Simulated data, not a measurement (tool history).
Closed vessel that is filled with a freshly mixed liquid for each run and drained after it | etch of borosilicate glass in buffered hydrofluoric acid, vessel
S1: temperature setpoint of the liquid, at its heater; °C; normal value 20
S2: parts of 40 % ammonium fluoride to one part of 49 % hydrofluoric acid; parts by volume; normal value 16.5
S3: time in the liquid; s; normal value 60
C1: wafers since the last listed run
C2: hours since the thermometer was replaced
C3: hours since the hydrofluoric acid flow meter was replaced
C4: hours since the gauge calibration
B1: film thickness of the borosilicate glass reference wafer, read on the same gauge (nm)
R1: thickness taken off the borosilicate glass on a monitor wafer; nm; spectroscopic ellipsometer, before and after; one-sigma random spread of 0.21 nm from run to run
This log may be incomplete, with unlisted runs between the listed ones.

Run 1, hour 0: usual settings but S2 12 parts by volume; C1 0; C2 1839.5; C3 1421; C4 258; B1 140. Result: R1 68.86 nm.
Run 2, hour 14.5: usual settings but S2 12 parts by volume; C1 1283; C2 1854; C3 1435.5; C4 272.5; B1 139.99. Result: R1 68.87 nm.
Run 3, hour 33: usual settings; C1 1637; C2 1872.5; C3 1454; C4 291; B1 140.02. Result: R1 50.85 nm.
Run 4, hour 58.1: usual settings; C1 2222; C2 1897.6; C3 1479.1; C4 316.1; B1 139.99. Result: R1 51.12 nm.
Run 5, hour 76.4: usual settings; C1 1620; C2 1915.9; C3 1497.4; C4 334.4; B1 139.99. Result: R1 50.7 nm.
Run 6, hour 175.5: usual settings; C1 8774; C2 2015; C3 1596.5; C4 433.5; B1 140.01. Result: R1 51.94 nm.
At hour 191.1: thermometer replaced.
Run 7, hour 194.3: usual settings; C1 1575; C2 3.2; C3 1615.3; C4 452.3; B1 139.98. Result: R1 45.38 nm.
Run 8, hour 218.8: usual settings; C1 2169; C2 27.7; C3 1639.8; C4 476.8; B1 140. Result: R1 45.55 nm.
Run 9, hour 247.7: usual settings but S1 18 °C; C1 2558; C2 56.6; C3 1668.7; C4 505.7; B1 139.99. Result: R1 41.32 nm.
At hour 254.2: gauge calibrated.
At hour 262.4: hydrofluoric acid flow meter replaced.
Run 10, hour 279.7: usual settings but S2 15 parts by volume; C1 2744; C2 88.6; C3 17.3; C4 25.5; B1 140. Result: R1 45.35 nm.
Run 11, hour 307.2: usual settings but S1 21.5 °C; C1 2434; C2 116.1; C3 44.8; C4 53; B1 140. Result: R1 44.45 nm.
Run 12, hour 319.9: usual settings; C1 1124; C2 128.8; C3 57.5; C4 65.7; B1 140. Result: R1 41.6 nm.
Run 13, hour 345.4: usual settings but S1 17 °C, S2 19 parts by volume, S3 50 s; C1 2257; C2 154.3; C3 83; C4 91.2; B1 140.01. Result: R1 25.08 nm.
Run 14, hour 357.9: usual settings; C1 1106; C2 166.8; C3 95.5; C4 103.7; B1 139.99. Result: R1 41.38 nm.
Run 15, hour 374.5: usual settings but S3 85 s; C1 1469; C2 183.4; C3 112.1; C4 120.3; B1 140.01. Result: R1 58.16 nm.
Run 16, hour 404.7: usual settings but S1 22 °C, S2 18.5 parts by volume; C1 2673; C2 213.6; C3 142.3; C4 150.5; B1 139.99. Result: R1 41.39 nm.
Run 17, hour 424.5: usual settings but S1 22 °C, S2 22.5 parts by volume, S3 35 s; C1 1753; C2 233.4; C3 162.1; C4 170.3; B1 140. Result: R1 20.4 nm.
Run 18, hour 438.5: usual settings; C1 1239; C2 247.4; C3 176.1; C4 184.3; B1 140. Result: R1 41.78 nm.
Run 19, hour 461.1: usual settings; C1 2000; C2 270; C3 198.7; C4 206.9; B1 139.99. Result: R1 41.45 nm.

Hidden state or all else? Some run-to-run changes of R1, split into what the settings, what came in and random variation would give without the hidden state, and what is left for the hidden state (with any gauge scatter that isn't in both results):
Hidden state present: liquid hotter than its thermometer reads (K); hydrofluoric acid flow above the setpoint (%); gauge reads high (%).
Run 6 -> 7: thermometer replaced. R1 -6.56 nm: hidden state -6.26, all else -0.3.
Run 17 -> 18: S1 22 -> 20, S2 22.5 -> 16.5, S3 35 -> 60. R1 +21.38 nm: hidden state +1.35, all else +20.03.

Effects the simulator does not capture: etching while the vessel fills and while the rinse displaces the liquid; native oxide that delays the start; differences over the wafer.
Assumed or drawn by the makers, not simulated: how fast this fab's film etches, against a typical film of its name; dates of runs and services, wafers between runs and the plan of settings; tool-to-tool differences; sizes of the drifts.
